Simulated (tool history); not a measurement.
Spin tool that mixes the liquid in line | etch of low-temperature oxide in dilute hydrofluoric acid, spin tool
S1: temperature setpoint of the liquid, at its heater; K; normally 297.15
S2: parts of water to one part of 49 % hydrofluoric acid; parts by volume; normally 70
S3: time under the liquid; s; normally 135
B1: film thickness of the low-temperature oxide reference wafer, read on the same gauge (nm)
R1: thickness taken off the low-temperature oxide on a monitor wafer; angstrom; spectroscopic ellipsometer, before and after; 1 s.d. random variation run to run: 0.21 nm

| run | hour | S1 | S2 | S3 | B1 | R1 |
|---|---|---|---|---|---|---|
| 1 | 0 | 293.65 | 70 | 135 | 89.99 | 384.3 |
| 2 | 17.5 | 293.65 | 70 | 135 | 90.02 | 386.2 |
| 3 | 28 | 293.65 | 70 | 135 | 89.98 | 381.6 |
| 4 | 39.8 | 297.15 | 70 | 165 | 89.98 | 543.8 |
| 5 | 48.1 | 297.15 | 70 | 165 | 89.99 | 538.5 |
| 6 | 56.3 | 297.15 | 70 | 135 | 90.03 | 442.4 |
| 7 | 62.3 | 297.15 | 70 | 180 | 90 | 584 |
| 8 | 69.8 | 297.15 | 70 | 180 | 90.03 | 589.8 |
| 9 | 84.6 | 297.15 | 70 | 180 | 89.99 | 590.3 |
| 10 | 101.5 | 297.15 | 70 | 135 | 90 | 439.4 |
| 11 | 114.4 | 297.15 | 70 | 135 | 90.01 | 442.3 |
|  | 125.9 | gauge calibrated |
| 12 | 127 | 297.15 | 70 | 135 | 89.99 | 443 |
|  | 130.1 | thermometer replaced |
| 13 | 134 | 292.65 | 55 | 215 | 90.04 | 675.2 |
| 14 | 148.9 | 297.15 | 50 | 135 | 90.01 | 568.9 |
| 15 | 159.5 | 292.65 | 95 | 65 | 90.01 | 112.3 |
| 16 | 175.2 | 297.15 | 70 | 135 | 89.99 | 387.4 |
| 17 | 192.4 | 301.65 | 95 | 135 | 90.03 | 328.4 |
|  | 199.6 | hydrofluoric acid flow meter replaced |
| 18 | 207 | 297.15 | 70 | 135 | 90 | 442.8 |
| 19 | 253.9 | 293.15 | 90 | 135 | 89.97 | 283.3 |
| 20 | 261.7 | 297.15 | 70 | 135 | 90.03 | 443.8 |
| 21 | 276.5 | 300.15 | 60 | 170 | 89.99 | 736.2 |
| 22 | 287.2 | 293.65 | 60 | 165 | 90.03 | 550.2 |
| 23 | 302.6 | 300.15 | 85 | 185 | 90.02 | 546.3 |
| 24 | 313.3 | 297.15 | 70 | 135 | 89.98 | 439.1 |
| 25 | 321.7 | 297.15 | 70 | 135 | 89.99 | 440 |
| 26 | 327.8 | 294.15 | 100 | 160 | 90.02 | 309.9 |
| 27 | 337.7 | 299.65 | 70 | 175 | 89.97 | 628.6 |
| 28 | 346.9 | 302.15 | 70 | 135 | 89.96 | 531.3 |
| 29 | 357.7 | 300.15 | 105 | 80 | 89.97 | 185.8 |
| 30 | 371.7 | 297.15 | 70 | 135 | 90.02 | 437.9 |
| 31 | 384.3 | 297.15 | 40 | 135 | 89.96 | 799.6 |
| 32 | 420.8 | 297.15 | 70 | 135 | 90.02 | 433.3 |

Each run again, without the hidden state but with its own random variation kept:
Hidden state at play: liquid hotter than its thermometer reads (K); hydrofluoric acid flow below the setpoint (%); gauge reads high (%).
| run | R1 |
|---|---|
| 1 | 379.6 |
| 2 | 382.1 |
| 3 | 377.8 |
| 4 | 541.2 |
| 5 | 536.3 |
| 6 | 441 |
| 7 | 582.4 |
| 8 | 588.5 |
| 9 | 589.6 |
| 10 | 439.6 |
| 11 | 443 |
| 12 | 444.1 |
| 13 | 758.5 |
| 14 | 639.8 |
| 15 | 127 |
| 16 | 438 |
| 17 | 373.9 |
| 18 | 441.3 |
| 19 | 283.1 |
| 20 | 443.8 |
| 21 | 737.2 |
| 22 | 550.9 |
| 23 | 548.4 |
| 24 | 440.7 |
| 25 | 441.8 |
| 26 | 311.5 |
| 27 | 632.3 |
| 28 | 535 |
| 29 | 187.3 |
| 30 | 441.4 |
| 31 | 805.6 |
| 32 | 438.3 |

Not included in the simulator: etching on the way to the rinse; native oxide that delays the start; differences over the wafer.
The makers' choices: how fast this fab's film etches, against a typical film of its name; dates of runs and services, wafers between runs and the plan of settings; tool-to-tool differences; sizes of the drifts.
